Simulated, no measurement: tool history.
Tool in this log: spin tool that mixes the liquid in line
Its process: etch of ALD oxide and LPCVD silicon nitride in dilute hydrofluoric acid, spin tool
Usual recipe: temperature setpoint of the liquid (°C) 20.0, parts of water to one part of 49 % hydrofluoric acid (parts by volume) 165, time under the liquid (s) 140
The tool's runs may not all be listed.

run   hour  temperature setpoint of the liquid (°C)  parts of water to one part of 49 % hydrofluoric acid (parts by volume)  time under the liquid (s)  read-back film thickness of the ALD oxide reference wafer, read on the same gauge (nm)  read-back film thickness of the LPCVD silicon nitride reference wafer, read on the same gauge (nm)  thickness taken off the ALD oxide on a monitor wafer (angstrom)  thickness taken off the LPCVD silicon nitride on a monitor wafer (angstrom)
  1    0.0                                     20.0                                                                     165                        175                                                                                  140.00                                                                                              29.982                                                            133.8                                                                         5.16
  2   13.1                                     20.0                                                                     165                        175                                                                                  139.99                                                                                              29.967                                                            131.2                                                                         4.55
  3   25.2                                     20.0                                                                     165                        140                                                                                  140.00                                                                                              29.990                                                            107.1                                                                         3.24
  4   37.5                                     20.0                                                                     165                        140                                                                                  140.01                                                                                              29.978                                                            106.2                                                                         3.89
  5   44.3                                     20.0                                                                     165                        140                                                                                  140.00                                                                                              29.966                                                            106.5                                                                         3.67
  6   61.2                                     23.0                                                                     165                        140                                                                                  140.00                                                                                              29.992                                                            117.7                                                                         3.98
  7   72.1                                     20.0                                                                     165                        140                                                                                  140.01                                                                                              29.976                                                            106.0                                                                         3.86
  8   80.7                                     20.0                                                                     165                        140                                                                                  140.00                                                                                              29.995                                                            105.4                                                                         3.91
  9   95.8                                     20.0                                                                     165                        140                                                                                  140.02                                                                                              30.007                                                            105.0                                                                         3.76
 10  112.5                                     21.5                                                                     195                        200                                                                                  139.99                                                                                              30.028                                                            131.2                                                                         4.93
 11  125.2                                     17.0                                                                     165                        140                                                                                  140.01                                                                                              29.986                                                             94.1                                                                         2.82
 12  131.6                                     23.5                                                                     105                        200                                                                                  140.01                                                                                              29.980                                                            295.1                                                                        11.48
     144.7  -- thermometer replaced
 13  148.0                                     17.0                                                                     105                        205                                                                                  139.98                                                                                              29.998                                                            215.3                                                                         4.81
 14  165.6                                     20.0                                                                     165                        140                                                                                  140.00                                                                                              30.007                                                             98.1                                                                         3.08
 15  179.7                                     20.0                                                                     165                        140                                                                                  139.99                                                                                              30.022                                                             97.0                                                                         3.40
 16  193.0                                     20.0                                                                     165                         85                                                                                  139.97                                                                                              30.005                                                             59.1                                                                         1.74
 17  206.2                                     20.0                                                                     205                        100                                                                                  139.99                                                                                              30.053                                                             54.7                                                                         1.93
     211.6  -- hydrofluoric acid flow meter replaced
     216.5  -- gauge calibrated
 18  220.4                                     20.0                                                                     190                        180                                                                                  139.98                                                                                              30.015                                                            110.7                                                                         3.18
 19  230.1                                     24.0                                                                     165                        140                                                                                  140.02                                                                                              29.986                                                            115.6                                                                         4.74
 20  241.3                                     17.0                                                                     195                        115                                                                                  140.02                                                                                              29.992                                                             60.4                                                                         1.93
 21  252.3                                     20.0                                                                     165                         85                                                                                  140.00                                                                                              30.024                                                             61.8                                                                         1.67
 22  270.2                                     23.5                                                                     165                        140                                                                                  140.01                                                                                              30.008                                                            115.2                                                                         3.91
 23  280.5                                     20.0                                                                     200                        185                                                                                  140.00                                                                                              30.017                                                            104.0                                                                         3.24
 24  292.0                                     21.5                                                                     195                        200                                                                                  140.01                                                                                              29.977                                                            125.0                                                                         4.36
 25  306.4                                     20.0                                                                     145                        185                                                                                  140.01                                                                                              29.987                                                            153.8                                                                         5.13
 26  316.5                                     20.0                                                                     210                        140                                                                                  140.03                                                                                              30.023                                                             75.6                                                                         3.14

The next listed run, before its measurement:
 27  332.8                                     17.0                                                                     110                        140                                                                                       ?                                                                                                   ?                                                                ?                                                                            ?

read-back film thickness of the ALD oxide reference wafer, read on the same gauge (nm): 140.00
read-back film thickness of the LPCVD silicon nitride reference wafer, read on the same gauge (nm): 29.990
thickness taken off the ALD oxide on a monitor wafer (angstrom): 141.9
thickness taken off the LPCVD silicon nitride on a monitor wafer (angstrom): 3.64
If the tool had no hidden condition, the same run with the same run-to-run variation would have returned thickness taken off the ALD oxide on a monitor wafer (angstrom) 138.2, thickness taken off the LPCVD silicon nitride on a monitor wafer (angstrom) 3.49.
